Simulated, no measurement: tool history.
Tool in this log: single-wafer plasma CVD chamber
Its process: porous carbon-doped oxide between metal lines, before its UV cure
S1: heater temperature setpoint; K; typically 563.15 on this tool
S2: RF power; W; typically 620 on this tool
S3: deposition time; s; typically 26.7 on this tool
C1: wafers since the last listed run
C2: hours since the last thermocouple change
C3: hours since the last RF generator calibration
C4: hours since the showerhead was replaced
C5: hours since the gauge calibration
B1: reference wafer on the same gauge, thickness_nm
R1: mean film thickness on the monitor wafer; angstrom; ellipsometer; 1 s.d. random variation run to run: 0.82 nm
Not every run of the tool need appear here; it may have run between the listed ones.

run	hour	S1	S2	S3	C1	C2	C3	C4	C5	B1	R1
1	0.0	563.15	620	26.7	0	840.1	1029.0	7786.6	186.4	212.110	2005.36
2	6.1	563.15	620	30.1	159	846.2	1035.1	7792.7	192.5	211.821	2258.12
3	19.9	563.15	620	30.1	360	860.0	1048.9	7806.5	206.3	211.911	2246.79
4	34.2	563.15	620	26.7	373	874.3	1063.2	7820.8	220.6	211.687	2009.22
5	42.1	563.15	620	26.7	206	882.2	1071.1	7828.7	228.5	212.227	2020.58
6	58.5	563.15	620	26.7	428	898.6	1087.5	7845.1	244.9	211.847	2001.83
7	65.6	563.15	655	29.6	185	905.7	1094.6	7852.2	252.0	212.309	2329.06
8	80.7	563.15	655	29.6	394	920.8	1109.7	7867.3	267.1	211.654	2332.39
9	88.2	563.15	620	26.7	196	928.3	1117.2	7874.8	274.6	212.269	2016.76
10	102.2	563.15	620	26.7	365	942.3	1131.2	7888.8	288.6	211.957	2011.85
11	115.6	570.15	680	26.7	350	955.7	1144.6	7902.2	302.0	212.008	2095.39
12	133.0	570.15	680	26.7	454	973.1	1162.0	7919.6	319.4	212.048	2109.02
13	155.7	573.15	670	26.7	593	995.8	1184.7	7942.3	342.1	212.207	2044.31
14	164.8	573.15	670	26.7	237	1004.9	1193.8	7951.4	351.2	211.843	2034.10
15	174.4	573.15	670	26.7	250	1014.5	1203.4	7961.0	360.8	212.121	2046.50
# hour 193.5: RF generator calibrated
# hour 213.8: thermocouple changed; heater temperature recalibrated
# hour 214.3: showerhead replaced
16	214.8	563.15	620	26.7	623	1.0	21.3	0.5	401.2	212.059	2004.81
17	223.9	563.15	620	26.7	237	10.1	30.4	9.6	410.3	212.091	2005.79
18	237.3	563.15	700	24.6	350	23.5	43.8	23.0	423.7	212.259	2076.24
# hour 249.6: gauge calibrated
19	251.1	557.15	730	22.7	360	37.3	57.6	36.8	1.5	211.871	2063.89
20	264.8	563.15	670	26.7	358	51.0	71.3	50.5	15.2	211.932	2156.55
21	275.8	552.15	620	26.7	287	62.0	82.3	61.5	26.2	212.283	2130.98
22	285.4	567.15	620	24.0	250	71.6	91.9	71.1	35.8	211.570	1766.95
23	299.0	563.15	575	21.4	355	85.2	105.5	84.7	49.4	212.034	1508.27
24	313.5	563.15	725	22.5	379	99.7	120.0	99.2	63.9	212.344	1962.81
25	327.3	563.15	620	25.2	360	113.5	133.8	113.0	77.7	211.907	1900.54
26	343.7	563.15	620	26.7	428	129.9	150.2	129.4	94.1	211.899	2003.92
27	361.3	555.15	690	23.1	460	147.5	167.8	147.0	111.7	212.221	2007.95
28	371.2	578.15	515	30.3	258	157.4	177.7	156.9	121.6	211.987	1722.88
29	386.8	563.15	620	24.9	407	173.0	193.3	172.5	137.2	212.478	1868.28
30	402.6	563.15	620	26.7	413	188.8	209.1	188.3	153.0	212.431	2001.81
31	419.1	563.15	620	26.7	431	205.3	225.6	204.8	169.5	211.968	2009.38
32	432.1	577.15	695	24.0	339	218.3	238.6	217.8	182.5	211.925	1872.84
33	441.4	563.15	620	26.7	243	227.6	247.9	227.1	191.8	212.051	2002.79
34	448.2	563.15	665	26.7	177	234.4	254.7	233.9	198.6	212.085	2142.61

4 ways to go on from here, each from the tool as it stands after run 34. What would each give?
A	448.6	563.15	620	26.7	10	234.8	255.1	234.3	199.0	?	?
B	448.6	575.15	545	29.0	10	234.8	255.1	234.3	199.0	?	?
C	448.6	570.15	620	26.7	10	234.8	255.1	234.3	199.0	?	?
D	448.6	578.15	515	26.7	10	234.8	255.1	234.3	199.0	?	?

run	B1	R1
A	212.185	2017.22
B	212.185	1803.32
C	212.185	1945.24
D	212.185	1541.74
With the hidden condition removed and each run's random variation left untouched, the same runs would have given:
run	R1
A	2017.22
B	1803.32
C	1945.24
D	1541.74
